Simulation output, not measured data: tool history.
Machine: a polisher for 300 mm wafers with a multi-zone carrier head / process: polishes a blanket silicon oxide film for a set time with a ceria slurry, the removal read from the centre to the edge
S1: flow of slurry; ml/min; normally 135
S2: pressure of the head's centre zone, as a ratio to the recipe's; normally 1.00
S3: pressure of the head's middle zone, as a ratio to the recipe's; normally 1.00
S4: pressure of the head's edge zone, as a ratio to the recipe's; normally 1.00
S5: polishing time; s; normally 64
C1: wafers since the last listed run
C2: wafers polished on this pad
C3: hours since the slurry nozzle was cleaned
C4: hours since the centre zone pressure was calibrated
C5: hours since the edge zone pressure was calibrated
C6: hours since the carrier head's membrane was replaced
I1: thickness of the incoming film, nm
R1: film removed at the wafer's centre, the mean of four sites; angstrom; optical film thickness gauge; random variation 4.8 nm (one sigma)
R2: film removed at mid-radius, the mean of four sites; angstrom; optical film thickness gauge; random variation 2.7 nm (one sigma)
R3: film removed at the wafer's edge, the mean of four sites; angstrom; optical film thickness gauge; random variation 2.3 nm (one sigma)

run,hour,S1,S2,S3,S4,S5,C1,C2,C3,C4,C5,C6,I1,R1,R2,R3
1,0.0,135,1.00,1.00,1.00,64,0,2109,310.9,263.3,677.5,1330.2,1331.5,3397,3462,3566
2,14.8,135,1.00,1.00,1.00,64,191,2301,325.7,278.1,692.3,1345.0,1310.6,3348,3415,3477
# hour 37.3: worn pad replaced by a new one, of another model than before
3,37.8,135,1.00,1.00,1.00,64,246,6,348.7,301.1,715.3,1368.0,1296.1,3471,3579,3617
# hour 50.5: carrier head's membrane replaced by a new one
# hour 52.4: centre zone pressure recalibrated
4,53.6,135,1.00,1.00,1.00,64,116,123,364.5,1.2,731.1,3.1,1304.4,3571,3541,3614
# hour 64.7: slurry nozzle cleaned
5,79.7,135,1.00,1.00,1.00,64,325,448,15.0,27.3,757.2,29.2,1323.7,3948,3875,3877
6,106.0,135,1.00,1.00,1.00,64,340,789,41.3,53.6,783.5,55.5,1292.0,3900,3896,3853
7,119.4,150,1.03,0.97,1.00,57,173,962,54.7,67.0,796.9,68.9,1318.4,3610,3434,3491
8,151.6,100,1.00,1.00,1.00,64,417,1380,86.9,99.2,829.1,101.1,1319.0,3652,3593,3674
9,181.0,135,1.00,1.04,0.91,46,380,1761,116.3,128.6,858.5,130.5,1326.3,2779,2860,2605
10,205.0,135,1.00,0.96,0.94,64,310,2072,140.3,152.6,882.5,154.5,1331.6,3795,3702,3707
# hour 210.7: worn pad replaced by a new one
11,233.6,165,1.08,1.00,1.00,64,318,297,168.9,181.2,911.1,183.1,1316.6,4284,3938,3894
12,269.5,100,1.00,1.00,1.00,64,465,762,204.8,217.1,947.0,219.0,1297.8,3426,3489,3591
# hour 290.9: edge zone pressure recalibrated
13,294.7,135,1.00,1.00,1.00,77,300,1063,230.0,242.3,3.8,244.2,1299.0,4576,4509,4513
14,328.2,135,1.11,1.00,0.89,43,434,1497,263.5,275.8,37.3,277.7,1317.7,2754,2483,2368
15,346.3,135,0.94,1.10,1.00,64,234,1731,281.6,293.9,55.4,295.8,1309.7,3474,4030,3695
16,377.6,160,1.00,0.88,0.90,64,405,2137,312.9,325.2,86.7,327.1,1297.8,3784,3454,3581
17,394.6,100,1.00,1.11,1.00,64,220,2357,329.9,342.2,103.7,344.1,1327.4,3349,3674,3490
# hour 402.3: worn pad replaced by a new one
# hour 414.0: centre zone pressure recalibrated
18,428.3,135,1.00,1.00,1.00,64,358,311,363.6,14.3,137.4,377.8,1305.7,3526,3636,3648
19,453.0,135,1.00,1.00,1.00,64,320,631,388.3,39.0,162.1,402.5,1301.0,3577,3582,3639
20,479.6,135,1.00,1.00,1.00,64,344,975,414.9,65.6,188.7,429.1,1319.2,3530,3524,3599
21,494.2,135,1.00,1.00,1.00,64,189,1165,429.5,80.2,203.3,443.7,1328.4,3566,3518,3610

What was the tool's hidden state at every run in the log?
removal rate lost through wear of the pad, %: 0 in every run
deviation of the centre zone's pressure from its setpoint, %: 0 in every run
deviation of the edge zone's pressure from its setpoint, %: 0 in every run
H1: slurry flow missing at the pad, %
run,H1
1,34.9
2,36.3
3,38.5
4,40
5,2.1
6,4.61
7,5.89
8,8.96
9,11.8
10,14.1
11,16.8
12,20.2
13,22.6
14,25.8
15,27.5
16,30.5
17,32.1
18,35.3
19,37.7
20,40.2
21,41.6

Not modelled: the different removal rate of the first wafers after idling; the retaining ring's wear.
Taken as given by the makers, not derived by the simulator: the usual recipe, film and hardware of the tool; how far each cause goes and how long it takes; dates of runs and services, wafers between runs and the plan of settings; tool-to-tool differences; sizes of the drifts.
